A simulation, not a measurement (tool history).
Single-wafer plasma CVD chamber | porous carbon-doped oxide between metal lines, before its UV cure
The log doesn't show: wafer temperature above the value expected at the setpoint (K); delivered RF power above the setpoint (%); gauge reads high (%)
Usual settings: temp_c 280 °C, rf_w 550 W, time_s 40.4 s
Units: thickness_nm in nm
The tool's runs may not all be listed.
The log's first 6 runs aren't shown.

run     day  temp_c  rf_w  time_s  wafers since the last listed run  hours since the last thermocouple change  hours since the last RF generator calibration  hours since the showerhead was replaced  hours since the gauge calibration  read-back reference wafer on the same gauge, thickness_nm  thickness_nm
  7  12.408     280   550    35.9                              1046                                     816.3                                         2049.5                                    201.9                             1631.7                                                    227.962       251.318
  8  14.412     280   550    40.4                               969                                     864.4                                         2097.6                                      250                             1679.8                                                    228.425       281.191
  9  15.429     280   550    40.4                               491                                     888.8                                           2122                                    274.4                             1704.2                                                    228.679       282.282
     17.017  -- gauge calibrated
 10  17.058     280   610    40.4                               788                                     927.9                                         2161.1                                    313.5                                  1                                                    221.959        293.88
 11  18.633     283   550    40.4                               762                                     965.7                                         2198.9                                    351.3                               38.8                                                    222.109       268.784
 12  21.304     280   550    35.6                              1292                                    1029.8                                           2263                                    415.4                              102.9                                                    222.247       242.035
 13    22.7     280   550    40.4                               675                                    1063.3                                         2296.5                                    448.9                              136.4                                                    222.171       273.545
 14  24.667     292   475    40.4                               951                                    1110.5                                         2343.7                                    496.1                              183.6                                                     222.23        226.42
 15  27.146     267   520    38.2                              1199                                      1170                                         2403.2                                    555.6                              243.1                                                    222.292       274.393
 16  29.654     280   590    43.8                              1213                                    1230.2                                         2463.4                                    615.8                              303.3                                                    222.238       312.174
     31.033  -- RF generator calibrated
 17  32.417     280   550    47.6                              1175                                    1296.5                                           33.2                                    682.1                              369.6                                                    222.694       321.589

Forecast run 18:
 18  35.358     288   445    45.3                              1423                                    1367.1                                          103.8                                    752.7                              440.2                                                          ?             ?

Run 18 gave read-back reference wafer on the same gauge, thickness_nm 222.524, thickness_nm 248.092 nm.
Without the tool's hidden state the same run would have given thickness_nm 247.413 nm.

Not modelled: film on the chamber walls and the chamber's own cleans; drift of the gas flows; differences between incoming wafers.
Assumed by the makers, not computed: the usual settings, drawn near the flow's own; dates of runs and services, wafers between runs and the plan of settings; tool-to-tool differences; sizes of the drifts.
